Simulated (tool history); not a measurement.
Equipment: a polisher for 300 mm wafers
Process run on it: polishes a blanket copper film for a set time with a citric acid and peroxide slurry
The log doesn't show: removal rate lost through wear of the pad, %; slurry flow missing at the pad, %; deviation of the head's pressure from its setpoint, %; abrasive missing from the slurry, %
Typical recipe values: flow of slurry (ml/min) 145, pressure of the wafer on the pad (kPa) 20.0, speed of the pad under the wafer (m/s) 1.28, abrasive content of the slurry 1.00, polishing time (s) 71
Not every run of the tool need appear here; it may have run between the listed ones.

run,day,flow of slurry (ml/min),pressure of the wafer on the pad (kPa),speed of the pad under the wafer (m/s),abrasive content of the slurry,polishing time (s),wafers since the last listed run,wafers polished on this pad,hours since the slurry nozzle was cleaned,hours since the head pressure was calibrated,hours since the slurry blender was calibrated,"incoming thickness of the incoming film, nm",film removed (angstrom)
1,0.000,145,20.0,1.28,1.00,71,0,140,693.1,609.0,219.3,554.9,1493
2,0.725,145,20.0,1.28,1.00,71,96,236,710.5,626.4,236.7,553.3,1504
3,1.162,145,20.0,1.28,1.00,71,58,294,721.0,636.9,247.2,547.2,1462
4,1.846,145,20.0,1.28,1.00,71,90,385,737.4,653.3,263.6,548.0,1463
5,2.338,145,20.0,1.06,1.00,71,65,450,749.2,665.1,275.4,549.6,1195
6,2.658,145,20.0,1.28,1.00,71,42,493,756.9,672.8,283.1,550.2,1425
7,3.408,170,20.0,1.28,0.80,71,99,592,774.9,690.8,301.1,553.9,1350
8,3.700,170,20.0,1.28,0.80,71,38,631,781.9,697.8,308.1,561.0,1361
9,4.296,145,20.0,1.28,1.00,88,79,710,796.2,712.1,322.4,549.2,1739
10,4.979,145,20.0,1.28,1.00,88,90,801,812.6,728.5,338.8,552.7,1717
11,5.371,145,20.0,1.44,1.00,71,52,853,822.0,737.9,348.2,557.7,1449
# day 5.488: head pressure recalibrated
# day 5.683: slurry blender recalibrated
12,5.771,145,26.2,1.28,1.00,93,30,884,831.6,6.8,2.1,540.9,2497
13,6.288,145,20.0,1.28,1.00,88,68,953,844.0,19.2,14.5,550.8,1787
14,6.696,125,20.0,0.92,1.15,71,54,1007,853.8,29.0,24.3,555.9,1036
15,7.075,145,23.4,1.70,0.75,71,50,1057,862.9,38.1,33.4,556.5,1997
# day 7.425: worn pad replaced by a new one
16,7.525,160,20.0,1.06,1.10,59,37,13,873.7,48.9,44.2,555.9,1136

What will run 17 give?
17,8.271,160,20.0,1.06,1.10,59,99,112,891.6,66.8,62.1,553.4,?

film removed (angstrom): 1135
Without the tool's hidden state the same run would have given film removed (angstrom) 1159.
